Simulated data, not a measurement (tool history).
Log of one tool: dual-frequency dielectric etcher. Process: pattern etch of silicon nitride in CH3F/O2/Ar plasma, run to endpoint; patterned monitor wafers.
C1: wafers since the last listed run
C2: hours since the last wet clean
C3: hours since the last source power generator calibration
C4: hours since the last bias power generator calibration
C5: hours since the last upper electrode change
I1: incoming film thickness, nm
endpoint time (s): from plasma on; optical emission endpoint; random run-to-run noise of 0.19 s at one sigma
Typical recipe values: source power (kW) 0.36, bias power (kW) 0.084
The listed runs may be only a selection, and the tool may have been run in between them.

run 1 day=0 | source_power_(kW)=0.36 bias_power_(kW)=0.073 | C1=0 C2=238.1 C3=3273.6 C4=884.5 C5=426.2 | I1=22.36 | endpoint_time_(s)=33.7
-- day=6.121 wet clean of the chamber
run 2 day=6.188 | source_power_(kW)=0.36 bias_power_(kW)=0.084 | C1=1562 C2=1.6 C3=3422.1 C4=1033 C5=574.7 | I1=22.2 | endpoint_time_(s)=33
run 3 day=8.404 | source_power_(kW)=0.36 bias_power_(kW)=0.084 | C1=667 C2=54.8 C3=3475.3 C4=1086.2 C5=627.9 | I1=22.42 | endpoint_time_(s)=33.2
run 4 day=11.321 | source_power_(kW)=0.36 bias_power_(kW)=0.084 | C1=878 C2=124.8 C3=3545.3 C4=1156.2 C5=697.9 | I1=22.39 | endpoint_time_(s)=33
-- day=20.829 wet clean of the chamber
run 5 day=20.85 | source_power_(kW)=0.36 bias_power_(kW)=0.084 | C1=2569 C2=0.5 C3=3774 C4=1384.9 C5=926.6 | I1=22.25 | endpoint_time_(s)=33.7
run 6 day=21.496 | source_power_(kW)=0.36 bias_power_(kW)=0.084 | C1=194 C2=16 C3=3789.5 C4=1400.4 C5=942.1 | I1=22.57 | endpoint_time_(s)=33.8
run 7 day=24.229 | source_power_(kW)=0.36 bias_power_(kW)=0.084 | C1=823 C2=81.6 C3=3855.1 C4=1466 C5=1007.7 | I1=22.46 | endpoint_time_(s)=33.4
run 8 day=26.171 | source_power_(kW)=0.32 bias_power_(kW)=0.084 | C1=584 C2=128.2 C3=3901.7 C4=1512.6 C5=1054.3 | I1=22.15 | endpoint_time_(s)=34.1
run 9 day=28.833 | source_power_(kW)=0.36 bias_power_(kW)=0.084 | C1=802 C2=192.1 C3=3965.6 C4=1576.5 C5=1118.2 | I1=22.28 | endpoint_time_(s)=32.2
run 10 day=30.358 | source_power_(kW)=0.36 bias_power_(kW)=0.084 | C1=459 C2=228.7 C3=4002.2 C4=1613.1 C5=1154.8 | I1=22.39 | endpoint_time_(s)=32.5
-- day=30.642 source power generator calibrated
run 11 day=32.162 | source_power_(kW)=0.3 bias_power_(kW)=0.094 | C1=493 C2=272 C3=36.5 C4=1656.4 C5=1198.1 | I1=22.53 | endpoint_time_(s)=33.1
run 12 day=37.138 | source_power_(kW)=0.3 bias_power_(kW)=0.094 | C1=1498 C2=391.4 C3=155.9 C4=1775.8 C5=1317.5 | I1=22.41 | endpoint_time_(s)=32.6
-- day=39.921 wet clean of the chamber
run 13 day=40.133 | source_power_(kW)=0.3 bias_power_(kW)=0.094 | C1=601 C2=5.1 C3=227.8 C4=1847.7 C5=1389.4 | I1=22.73 | endpoint_time_(s)=34.8
run 14 day=49.121 | source_power_(kW)=0.39 bias_power_(kW)=0.096 | C1=2707 C2=220.8 C3=443.5 C4=2063.4 C5=1605.1 | I1=22.46 | endpoint_time_(s)=30.7
run 15 day=50.379 | source_power_(kW)=0.39 bias_power_(kW)=0.096 | C1=379 C2=251 C3=473.7 C4=2093.6 C5=1635.3 | I1=22.19 | endpoint_time_(s)=30.4
-- day=52.638 bias power generator calibrated
run 16 day=53.225 | source_power_(kW)=0.36 bias_power_(kW)=0.084 | C1=807 C2=319.3 C3=542 C4=14.1 C5=1703.6 | I1=22.3 | endpoint_time_(s)=32
run 17 day=55.883 | source_power_(kW)=0.32 bias_power_(kW)=0.098 | C1=800 C2=383.1 C3=605.8 C4=77.9 C5=1767.4 | I1=22.31 | endpoint_time_(s)=31.5
-- day=57.267 wet clean of the chamber
-- day=58.904 upper electrode replaced
run 18 day=58.925 | source_power_(kW)=0.28 bias_power_(kW)=0.084 | C1=313 C2=39.8 C3=678.8 C4=150.9 C5=0.5 | I1=22.32 | endpoint_time_(s)=35.8
run 19 day=59.408 | source_power_(kW)=0.41 bias_power_(kW)=0.084 | C1=145 C2=51.4 C3=690.4 C4=162.5 C5=12.1 | I1=22.54 | endpoint_time_(s)=31.9

Run 20, settings as shown, results not yet in. Your forecast:
run 20 day=63.588 | source_power_(kW)=0.41 bias_power_(kW)=0.091 | C1=1259 C2=151.7 C3=790.7 C4=262.8 C5=112.4 | I1=22.55 | endpoint_time_(s)=?

endpoint time (s): 30.6
Without the tool's hidden state the same run would have given endpoint time (s) 31.4.

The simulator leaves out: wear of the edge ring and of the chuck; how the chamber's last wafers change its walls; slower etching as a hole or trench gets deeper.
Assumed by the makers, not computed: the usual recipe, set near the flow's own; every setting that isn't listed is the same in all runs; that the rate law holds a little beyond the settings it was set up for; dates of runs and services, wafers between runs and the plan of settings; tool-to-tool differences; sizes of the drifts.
